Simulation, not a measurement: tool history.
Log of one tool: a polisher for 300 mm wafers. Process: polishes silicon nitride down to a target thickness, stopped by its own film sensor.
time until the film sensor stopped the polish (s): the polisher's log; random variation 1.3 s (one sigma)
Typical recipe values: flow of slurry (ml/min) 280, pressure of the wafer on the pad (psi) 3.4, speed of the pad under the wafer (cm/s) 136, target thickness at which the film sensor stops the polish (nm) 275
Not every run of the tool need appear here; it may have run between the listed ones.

run,hour,flow of slurry (ml/min),pressure of the wafer on the pad (psi),speed of the pad under the wafer (cm/s),target thickness at which the film sensor stops the polish (nm),wafers since the last listed run,wafers polished on this pad,hours since the slurry nozzle was cleaned,hours since the head pressure was calibrated,"incoming thickness of the incoming film, nm",time until the film sensor stopped the polish (s)
1,0.0,280,3.4,160,275,0,2246,179.8,604.9,457.8,75.3
2,82.5,280,3.4,160,275,1007,3254,262.3,687.4,464.2,80.8
3,124.6,280,3.4,160,275,514,3768,304.4,729.5,466.2,80.5
4,189.5,280,3.4,136,275,792,4561,369.3,794.4,459.4,87.3
5,290.4,280,3.4,136,275,1232,5794,470.2,895.3,455.7,84.2
# hour 315.8: head pressure recalibrated
# hour 355.7: worn pad replaced by a new one
6,383.1,280,3.4,154,275,1059,335,562.9,67.3,463.6,79.6
# hour 414.9: slurry nozzle cleaned
7,420.8,280,3.4,154,275,448,783,5.9,105.0,461.2,79.6
8,626.8,280,3.4,154,275,2516,3300,211.9,311.0,461.7,78.4
9,728.1,280,3.4,136,275,1237,4537,313.2,412.3,463.0,89.9
# hour 806.2: worn pad replaced by a new one
10,823.1,280,3.4,136,275,1111,206,408.2,507.3,458.5,86.2
11,865.7,280,3.4,136,275,520,726,450.8,549.9,459.4,87.2
# hour 933.2: slurry nozzle cleaned
12,964.5,280,3.4,136,275,1194,1921,31.3,648.7,456.7,87.1
13,1027.8,280,3.4,136,275,773,2694,94.6,712.0,463.9,89.3
14,1132.2,280,3.4,136,246,1275,3969,199.0,816.4,460.7,103.0
15,1169.4,280,3.4,136,246,454,4424,236.2,853.6,453.2,98.7
# hour 1189.7: head pressure recalibrated
# hour 1228.5: worn pad replaced by a new one
16,1249.9,225,3.4,120,275,910,261,316.7,60.2,449.4,94.8
17,1342.0,280,4.1,184,246,1125,1386,408.8,152.3,454.1,65.0
18,1399.9,280,3.4,136,275,707,2093,466.7,210.2,461.5,88.9
# hour 1423.1: slurry nozzle cleaned
19,1442.4,235,4.1,118,275,506,2600,19.3,252.7,458.7,82.8
20,1507.6,280,3.4,164,236,796,3396,84.5,317.9,463.1,91.0
21,1549.1,280,4.5,182,214,506,3903,126.0,359.4,458.9,69.6
22,1636.3,280,3.4,136,275,1065,4969,213.2,446.6,465.9,91.6
# hour 1660.9: worn pad replaced by a new one
23,1693.0,220,4.2,178,317,643,391,269.9,503.3,460.0,46.5
# hour 1900.8: head pressure recalibrated
24,1930.6,280,3.4,94,297,2878,3270,507.5,29.8,460.3,103.0
# hour 2000.7: slurry nozzle cleaned
25,2013.0,370,3.4,136,275,994,4264,12.3,112.2,455.4,84.9
# hour 2093.9: worn pad replaced by a new one
26,2103.2,280,3.4,136,275,1053,113,102.5,202.4,461.6,87.6
27,2183.8,370,3.4,100,223,984,1097,183.1,283.0,461.4,141.1
28,2271.9,280,3.4,136,275,1076,2174,271.2,371.1,457.7,87.9
29,2316.6,200,2.3,98,331,546,2720,315.9,415.8,460.3,124.0
30,2419.7,280,4.0,166,275,1259,3979,419.0,518.9,456.6,61.2

Hidden state, per run?
removal rate lost through wear of the pad, %: 0, the same for each run
slurry flow missing at the pad, %: 0, the same for each run
deviation of the head's pressure from its setpoint, %: 0, the same for each run
